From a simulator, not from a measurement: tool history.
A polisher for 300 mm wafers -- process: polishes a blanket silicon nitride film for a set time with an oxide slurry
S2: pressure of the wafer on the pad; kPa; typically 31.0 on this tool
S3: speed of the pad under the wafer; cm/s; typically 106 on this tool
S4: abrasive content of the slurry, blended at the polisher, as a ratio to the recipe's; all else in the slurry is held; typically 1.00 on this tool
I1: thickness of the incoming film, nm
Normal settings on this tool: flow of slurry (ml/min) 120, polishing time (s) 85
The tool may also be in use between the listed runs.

Run 1, hour 0.0: usual settings but polishing time (s) 72; I1 310.8. Result: film removed (Å) 582.
At hour 43.6: head pressure recalibrated.
Run 2, hour 50.2: usual settings; I1 307.4. Result: film removed (Å) 669.
At hour 64.2: conditioning disc replaced and pad reconditioned.
Run 3, hour 116.0: usual settings; I1 307.0. Result: film removed (Å) 711.
Run 4, hour 171.2: usual settings; I1 311.1. Result: film removed (Å) 683.
Run 5, hour 206.2: usual settings; I1 312.0. Result: film removed (Å) 684.
At hour 210.3: worn pad replaced by a new one.
Run 6, hour 263.2: usual settings but S3 94 cm/s; I1 309.0. Result: film removed (Å) 606.
At hour 272.5: slurry blender recalibrated.
Run 7, hour 309.0: usual settings but S3 94 cm/s; I1 311.7. Result: film removed (Å) 656.
Run 8, hour 374.0: usual settings; I1 309.5. Result: film removed (Å) 662.
Run 9, hour 400.2: usual settings; I1 312.8. Result: film removed (Å) 644.
At hour 407.3: head pressure recalibrated.
At hour 426.0: conditioning disc replaced and pad reconditioned.
Run 10, hour 459.8: usual settings; I1 314.4. Result: film removed (Å) 714.
Run 11, hour 509.1: usual settings; I1 304.9. Result: film removed (Å) 683.
At hour 521.0: worn pad replaced by a new one.
Run 12, hour 538.6: usual settings but S2 22.1 kPa, S3 134 cm/s, S4 1.20; I1 311.1. Result: film removed (Å) 567.
Run 13, hour 589.4: usual settings but flow of slurry (ml/min) 90, S3 138 cm/s, S4 1.25; I1 312.6. Result: film removed (Å) 755.
At hour 620.4: slurry blender recalibrated.
Run 14, hour 630.1: usual settings but polishing time (s) 64; I1 308.9. Result: film removed (Å) 527.
Run 15, hour 660.3: usual settings but flow of slurry (ml/min) 95, S4 1.15, polishing time (s) 93; I1 311.4. Result: film removed (Å) 760.
Run 16, hour 702.2: usual settings but S3 80 cm/s, S4 0.80, polishing time (s) 98; I1 307.1. Result: film removed (Å) 644.
At hour 711.3: slurry nozzle cleaned.
Run 17, hour 752.5: usual settings but flow of slurry (ml/min) 90; I1 309.2. Result: film removed (Å) 611.
At hour 763.6: head pressure recalibrated.
Run 18, hour 777.5: usual settings; I1 311.8. Result: film removed (Å) 647.
At hour 796.9: worn pad replaced by a new one.
At hour 814.2: conditioning disc replaced and pad reconditioned.
Run 19, hour 834.7: usual settings but flow of slurry (ml/min) 110, S2 38.6 kPa, S3 130 cm/s, polishing time (s) 97; I1 315.7. Result: film removed (Å) 1109.
Run 20, hour 869.0: usual settings; I1 314.0. Result: film removed (Å) 686.
Run 21, hour 911.0: usual settings but S2 38.6 kPa, S4 0.80; I1 308.1. Result: film removed (Å) 782.
At hour 913.4: slurry blender recalibrated.
Run 22, hour 964.4: usual settings but S2 33.8 kPa, S3 122 cm/s, S4 0.80; I1 314.4. Result: film removed (Å) 796.
Run 23, hour 1008.3: usual settings but S3 118 cm/s; I1 308.6. Result: film removed (Å) 756.
Run 24, hour 1070.0: usual settings; I1 315.0. Result: film removed (Å) 670.
At hour 1096.8: worn pad replaced by a new one.
At hour 1108.3: head pressure recalibrated.
Run 25, hour 1125.4: usual settings; I1 309.6. Result: film removed (Å) 642.
At hour 1172.7: conditioning disc replaced and pad reconditioned.
At hour 1256.4: slurry blender recalibrated.
Run 26, hour 1285.1: usual settings but flow of slurry (ml/min) 130, S3 90 cm/s, S4 1.25; I1 315.4. Result: film removed (Å) 700.

Forecast each of these 3 alternatives for the next run:
Run A, hour 1285.5: usual settings but flow of slurry (ml/min) 140; I1 313.3. Result: film removed (Å) ?.
Run B, hour 1285.5: usual settings but S3 84 cm/s, S4 0.75; I1 313.3. Result: film removed (Å) ?.
Run C, hour 1285.5: usual settings but S4 0.90; I1 313.3. Result: film removed (Å) ?.

run  film removed (Å)
  A               746
  B               596
  C               705
With no hidden state in the tool, these same runs would have given:
run  film removed (Å)
  A               773
  B               615
  C               730

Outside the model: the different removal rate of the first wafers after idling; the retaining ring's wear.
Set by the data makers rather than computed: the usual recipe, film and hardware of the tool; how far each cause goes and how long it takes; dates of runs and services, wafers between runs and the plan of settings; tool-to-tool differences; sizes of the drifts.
